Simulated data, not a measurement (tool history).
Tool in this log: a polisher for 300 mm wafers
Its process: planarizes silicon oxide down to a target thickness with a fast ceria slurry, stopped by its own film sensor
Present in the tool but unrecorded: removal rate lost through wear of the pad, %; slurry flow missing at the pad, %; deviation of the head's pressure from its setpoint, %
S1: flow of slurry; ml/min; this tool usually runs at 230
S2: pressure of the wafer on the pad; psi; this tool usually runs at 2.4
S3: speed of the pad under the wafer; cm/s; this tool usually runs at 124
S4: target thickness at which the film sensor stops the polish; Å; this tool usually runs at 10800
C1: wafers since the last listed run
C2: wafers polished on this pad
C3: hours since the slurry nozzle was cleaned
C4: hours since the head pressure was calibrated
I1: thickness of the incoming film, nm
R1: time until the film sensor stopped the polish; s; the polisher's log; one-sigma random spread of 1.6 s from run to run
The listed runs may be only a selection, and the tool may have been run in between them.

Run 1, hour 0.0: usual settings; C1 0; C2 574; C3 238.6; C4 691.3; I1 2744.4. Result: R1 106.5 s.
Run 2, hour 32.7: usual settings; C1 357; C2 932; C3 271.3; C4 724.0; I1 2757.1. Result: R1 108.3 s.
Run 3, hour 47.7: usual settings; C1 164; C2 1096; C3 286.3; C4 739.0; I1 2725.5. Result: R1 109.6 s.
Run 4, hour 66.9: usual settings; C1 210; C2 1306; C3 305.5; C4 758.2; I1 2793.6. Result: R1 113.7 s.
Run 5, hour 92.4: usual settings; C1 278; C2 1585; C3 331.0; C4 783.7; I1 2830.1. Result: R1 118.8 s.
At hour 106.9: worn pad replaced by a new one.
Run 6, hour 108.5: usual settings; C1 132; C2 17; C3 347.1; C4 799.8; I1 2777.9. Result: R1 115.7 s.
At hour 116.4: slurry nozzle cleaned.
Run 7, hour 124.1: usual settings; C1 159; C2 177; C3 7.7; C4 815.4; I1 2778.4. Result: R1 102.3 s.
Run 8, hour 150.1: usual settings but S4 7820 Å; C1 284; C2 461; C3 33.7; C4 841.4; I1 2762.1. Result: R1 119.0 s.
Run 9, hour 184.3: usual settings but S4 7820 Å; C1 374; C2 835; C3 67.9; C4 875.6; I1 2787.8. Result: R1 121.7 s.
Run 10, hour 211.3: usual settings but S2 2.7 psi; C1 295; C2 1131; C3 94.9; C4 902.6; I1 2780.9. Result: R1 97.4 s.
Run 11, hour 232.8: usual settings but S4 8250 Å; C1 235; C2 1366; C3 116.4; C4 924.1; I1 2775.5. Result: R1 120.8 s.
At hour 274.3: worn pad replaced by a new one.
Run 12, hour 286.9: usual settings but S4 8250 Å; C1 548; C2 137; C3 170.5; C4 978.2; I1 2757.5. Result: R1 118.2 s.
Run 13, hour 317.7: usual settings but S4 8250 Å; C1 336; C2 474; C3 201.3; C4 1009.0; I1 2759.8. Result: R1 120.6 s.
Run 14, hour 346.8: usual settings; C1 318; C2 793; C3 230.4; C4 1038.1; I1 2804.8. Result: R1 110.8 s.
At hour 358.3: head pressure recalibrated.
Run 15, hour 371.1: usual settings; C1 243; C2 1036; C3 254.7; C4 12.8; I1 2779.5. Result: R1 116.5 s.
Run 16, hour 386.7: usual settings but S3 152 cm/s, S4 15000 Å; C1 170; C2 1207; C3 270.3; C4 28.4; I1 2728.2. Result: R1 73.2 s.
At hour 398.4: worn pad replaced by a new one.
Run 17, hour 418.7: usual settings but S1 165 ml/min; C1 306; C2 221; C3 302.3; C4 60.4; I1 2765.8. Result: R1 127.8 s.
Run 18, hour 450.3: usual settings but S1 190 ml/min, S2 1.8 psi, S3 100 cm/s, S4 8850 Å; C1 345; C2 567; C3 333.9; C4 92.0; I1 2769.8. Result: R1 197.2 s.
At hour 462.9: slurry nozzle cleaned.
Run 19, hour 473.3: usual settings but S1 160 ml/min; C1 240; C2 807; C3 10.4; C4 115.0; I1 2742.3. Result: R1 112.9 s.
Run 20, hour 495.0: usual settings; C1 237; C2 1045; C3 32.1; C4 136.7; I1 2804.7. Result: R1 112.2 s.
Run 21, hour 522.7: usual settings; C1 302; C2 1348; C3 59.8; C4 164.4; I1 2813.7. Result: R1 113.9 s.
At hour 552.3: worn pad replaced by a new one.
Run 22, hour 554.6: usual settings; C1 305; C2 25; C3 91.7; C4 196.3; I1 2734.4. Result: R1 107.4 s.
Run 23, hour 582.2: usual settings but S1 265 ml/min, S2 1.9 psi, S3 108 cm/s, S4 9200 Å; C1 301; C2 327; C3 119.3; C4 223.9; I1 2785.4. Result: R1 155.6 s.
Run 24, hour 599.4: usual settings but S1 160 ml/min, S2 1.7 psi; C1 188; C2 515; C3 136.5; C4 241.1; I1 2827.1. Result: R1 150.9 s.
Run 25, hour 635.3: usual settings but S2 2.7 psi, S3 156 cm/s; C1 392; C2 908; C3 172.4; C4 277.0; I1 2718.7. Result: R1 81.7 s.
Run 26, hour 649.7: usual settings but S1 300 ml/min, S2 2.1 psi, S3 168 cm/s; C1 157; C2 1065; C3 186.8; C4 291.4; I1 2813.8. Result: R1 93.9 s.
Run 27, hour 668.2: usual settings but S1 290 ml/min; C1 202; C2 1267; C3 205.3; C4 309.9; I1 2813.3. Result: R1 110.5 s.
At hour 681.6: worn pad replaced by a new one.
Run 28, hour 691.9: usual settings; C1 215; C2 112; C3 229.0; C4 333.6; I1 2762.6. Result: R1 111.7 s.
Run 29, hour 706.4: usual settings; C1 158; C2 271; C3 243.5; C4 348.1; I1 2762.4. Result: R1 111.5 s.
Run 30, hour 729.3: usual settings but S1 185 ml/min, S3 164 cm/s; C1 250; C2 521; C3 266.4; C4 371.0; I1 2753.8. Result: R1 93.1 s.

Across each entry between runs, compare the hidden state at the last listed run before it with the hidden state at the first listed run after it:
Between runs 5 and 6: worn pad replaced by a new one (hour 106.9)
  slurry flow missing at the pad, %: 42.5 -> 44.4
  measured result minus the result with no hidden state, R1: +1.8 -> +2.7 s
Between runs 6 and 7: slurry nozzle cleaned (hour 116.4)
  slurry flow missing at the pad, %: 44.4 -> 2.09; deviation of the head's pressure from its setpoint, %: 12.6 -> 12.7
  measured result minus the result with no hidden state, R1: +2.7 -> -8.7 s
Between runs 11 and 12: worn pad replaced by a new one (hour 274.3)
  slurry flow missing at the pad, %: 15.2 -> 21.8; deviation of the head's pressure from its setpoint, %: 13 -> 13.1
  measured result minus the result with no hidden state, R1: -7.9 -> -6.2 s
Between runs 14 and 15: head pressure recalibrated (hour 358.3)
  slurry flow missing at the pad, %: 29 -> 31.9; deviation of the head's pressure from its setpoint, %: 13.3 -> 1.67
  measured result minus the result with no hidden state, R1: -3.9 -> +5.7 s
Between runs 16 and 17: worn pad replaced by a new one (hour 398.4)
  slurry flow missing at the pad, %: 33.8 -> 37.7; deviation of the head's pressure from its setpoint, %: 2.21 -> 3.24
  measured result minus the result with no hidden state, R1: +3.7 -> +11.1 s
Between runs 18 and 19: slurry nozzle cleaned (hour 462.9)
  slurry flow missing at the pad, %: 41.5 -> 6.43; deviation of the head's pressure from its setpoint, %: 4.17 -> 4.8
  measured result minus the result with no hidden state, R1: +16.4 -> -2.3 s
Between runs 21 and 22: worn pad replaced by a new one (hour 552.3)
  slurry flow missing at the pad, %: 12.4 -> 16.3; deviation of the head's pressure from its setpoint, %: 6 -> 6.7
  measured result minus the result with no hidden state, R1: -2.6 -> -2.2 s
Between runs 27 and 28: worn pad replaced by a new one (hour 681.6)
  slurry flow missing at the pad, %: 30 -> 32.8; deviation of the head's pressure from its setpoint, %: 8.7 -> 9.05
  measured result minus the result with no hidden state, R1: -1.6 -> +0.4 s
